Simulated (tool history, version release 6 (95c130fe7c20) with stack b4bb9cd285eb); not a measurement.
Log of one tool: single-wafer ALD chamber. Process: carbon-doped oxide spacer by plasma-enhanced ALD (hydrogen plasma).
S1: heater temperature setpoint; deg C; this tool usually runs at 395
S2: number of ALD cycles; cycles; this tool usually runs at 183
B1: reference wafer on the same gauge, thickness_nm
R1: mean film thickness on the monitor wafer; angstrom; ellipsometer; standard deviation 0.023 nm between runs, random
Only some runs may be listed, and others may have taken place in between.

Run 1, day 0: usual settings; B1 8.809. Result: R1 93.03 angstrom.
Run 2, day 1.338: usual settings; B1 8.815. Result: R1 93.39 angstrom.
Run 3, day 4.812: usual settings but S1 383 deg C; B1 8.829. Result: R1 93.47 angstrom.
Run 4, day 5.954: usual settings but S1 383 deg C; B1 8.826. Result: R1 93.55 angstrom.
Run 5, day 6.675: usual settings but S1 383 deg C; B1 8.829. Result: R1 93.9 angstrom.
Run 6, day 7.562: usual settings; B1 8.834. Result: R1 93.69 angstrom.
Run 7, day 9.017: usual settings; B1 8.844. Result: R1 93.69 angstrom.
Run 8, day 10.442: usual settings but S2 155 cycles; B1 8.854. Result: R1 79.82 angstrom.
Run 9, day 11.583: usual settings but S2 155 cycles; B1 8.863. Result: R1 79.3 angstrom.
Run 10, day 15.692: usual settings but S2 155 cycles; B1 8.906. Result: R1 80.04 angstrom.
Run 11, day 16.896: usual settings but S1 405 deg C; B1 8.918. Result: R1 92.84 angstrom.
Run 12, day 18.046: usual settings but S1 405 deg C; B1 8.932. Result: R1 93.1 angstrom.
Run 13, day 18.862: usual settings but S1 405 deg C; B1 8.943. Result: R1 93.12 angstrom.
Run 14, day 19.829: usual settings; B1 8.956. Result: R1 95.11 angstrom.
Run 15, day 22.992: usual settings; B1 8.832. Result: R1 93.99 angstrom.
Run 16, day 23.521: usual settings; B1 8.833. Result: R1 94.02 angstrom.
Run 17, day 24.838: usual settings but S1 389 deg C; B1 8.836. Result: R1 93.74 angstrom.
Run 18, day 26.246: usual settings but S1 389 deg C; B1 8.839. Result: R1 93.99 angstrom.
Run 19, day 27.158: usual settings but S1 389 deg C; B1 8.836. Result: R1 93.63 angstrom.
Run 20, day 27.883: usual settings; B1 8.837. Result: R1 94.43 angstrom.
Run 21, day 28.804: usual settings but S1 391 deg C, S2 148 cycles; B1 8.839. Result: R1 76.17 angstrom.
Run 22, day 29.888: usual settings but S1 387 deg C, S2 201 cycles; B1 8.847. Result: R1 102.92 angstrom.
Run 23, day 31.083: usual settings but S2 197 cycles; B1 8.849. Result: R1 101.58 angstrom.
Run 24, day 31.929: usual settings; B1 8.86. Result: R1 93.83 angstrom.
Run 25, day 32.446: usual settings but S1 383 deg C, S2 212 cycles; B1 8.858. Result: R1 108.97 angstrom.
Run 26, day 33.904: usual settings; B1 8.872. Result: R1 94.21 angstrom.
Run 27, day 34.867: usual settings but S1 407 deg C, S2 157 cycles; B1 8.874. Result: R1 78.62 angstrom.
Run 28, day 35.912: usual settings but S1 400 deg C, S2 155 cycles; B1 8.886. Result: R1 79.39 angstrom.
Run 29, day 37.317: usual settings but S1 400 deg C; B1 8.901. Result: R1 94.27 angstrom.
Run 30, day 38.775: usual settings; B1 8.906. Result: R1 94.65 angstrom.
Run 31, day 39.592: usual settings but S1 382 deg C; B1 8.914. Result: R1 94.76 angstrom.
Run 32, day 40.517: usual settings but S1 402 deg C, S2 205 cycles; B1 8.93. Result: R1 105.18 angstrom.
Run 33, day 41.362: usual settings but S2 173 cycles; B1 8.936. Result: R1 89.82 angstrom.
Run 34, day 41.958: usual settings but S1 390 deg C, S2 201 cycles; B1 8.942. Result: R1 104.77 angstrom.
Run 35, day 43.288: usual settings but S1 406 deg C, S2 170 cycles; B1 8.957. Result: R1 86.37 angstrom.
Run 36, day 44.35: usual settings; B1 8.971. Result: R1 95.65 angstrom.
Run 37, day 45.654: usual settings but S1 389 deg C, S2 203 cycles; B1 8.988. Result: R1 106.01 angstrom.
Run 38, day 46.162: usual settings but S1 409 deg C, S2 172 cycles; B1 8.997. Result: R1 87.11 angstrom.
Run 39, day 47.067: usual settings but S1 402 deg C, S2 210 cycles; B1 9.008. Result: R1 108.5 angstrom.
Run 40, day 47.875: usual settings; B1 9.02. Result: R1 96.24 angstrom.
Run 41, day 48.388: usual settings; B1 9.033. Result: R1 96.04 angstrom.

Withheld: 2 entries from between the runs. Position of each, and hidden state at the listed run before versus the listed run after:
Run 14 -> run 15: gauge calibrated (day 22.683)
  gauge reads high (%): 1.3 -> -0.0944
  what was measured, less what the result would be without the hidden state, R1: +1.23 -> -0.09 angstrom
Run 18 -> run 19: thermocouple changed; heater temperature recalibrated (day 26.821)
  gauge reads high (%): -0.0521 -> -0.0274
  what was measured, less what the result would be without the hidden state, R1: -0.05 -> -0.02 angstrom

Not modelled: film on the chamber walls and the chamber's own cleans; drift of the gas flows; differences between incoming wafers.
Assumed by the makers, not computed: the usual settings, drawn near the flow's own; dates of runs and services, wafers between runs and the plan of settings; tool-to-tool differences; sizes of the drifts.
